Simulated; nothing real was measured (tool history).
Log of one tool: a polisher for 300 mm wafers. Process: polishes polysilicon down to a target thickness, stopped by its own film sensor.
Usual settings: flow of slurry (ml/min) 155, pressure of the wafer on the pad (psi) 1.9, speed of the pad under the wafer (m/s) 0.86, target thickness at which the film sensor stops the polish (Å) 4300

run	hour	flow of slurry (ml/min)	pressure of the wafer on the pad (psi)	speed of the pad under the wafer (m/s)	target thickness at which the film sensor stops the polish (Å)	incoming thickness of the incoming film, nm	time until the film sensor stopped the polish (s)
1	0.0	155	1.9	0.86	4300	782.6	74.3
# hour 42.2: worn pad replaced by a new one
2	66.2	155	1.9	0.86	4300	769.6	71.0
3	96.6	155	1.9	0.86	4300	795.8	75.2
# hour 134.2: worn pad replaced by a new one
4	134.7	155	1.9	0.86	4300	792.5	75.6
5	160.8	155	1.9	0.86	4300	772.3	71.5
# hour 172.2: slurry nozzle cleaned
6	191.4	155	1.9	0.86	4300	775.4	71.7
7	217.2	155	1.9	0.86	4300	767.4	71.2
# hour 230.4: worn pad replaced by a new one
8	230.9	155	1.9	0.86	4300	780.3	73.6
# hour 242.3: head pressure recalibrated
9	249.5	155	1.9	0.86	4300	785.4	82.8
10	274.0	155	1.9	0.86	4300	783.2	80.9
11	308.0	185	1.3	0.86	4300	788.1	114.6
# hour 324.1: worn pad replaced by a new one
12	325.0	190	2.2	0.86	4300	769.3	64.5
13	346.4	155	1.9	0.86	4300	773.8	77.8
14	368.3	140	1.4	1.10	4680	782.2	76.9
15	414.9	155	1.5	0.86	4300	778.9	98.2
# hour 431.5: worn pad replaced by a new one
16	447.0	155	2.2	0.86	3470	784.8	84.0
17	474.8	155	1.7	0.86	4300	780.0	85.0
18	496.8	155	2.5	0.86	4300	784.5	59.8
19	531.2	185	2.1	0.86	3380	788.0	87.2

The tool's hidden state at each run:
removal rate lost through wear of the pad, %: 0 in every run
slurry flow missing at the pad, %: 0 in every run
H1: deviation of the head's pressure from its setpoint, %
run	H1
1	12.4
2	12.6
3	12.6
4	12.7
5	12.7
6	12.7
7	12.8
8	12.8
9	1.76
10	2.45
11	3.34
12	3.76
13	4.26
14	4.76
15	5.73
16	6.33
17	6.83
18	7.19
19	7.73
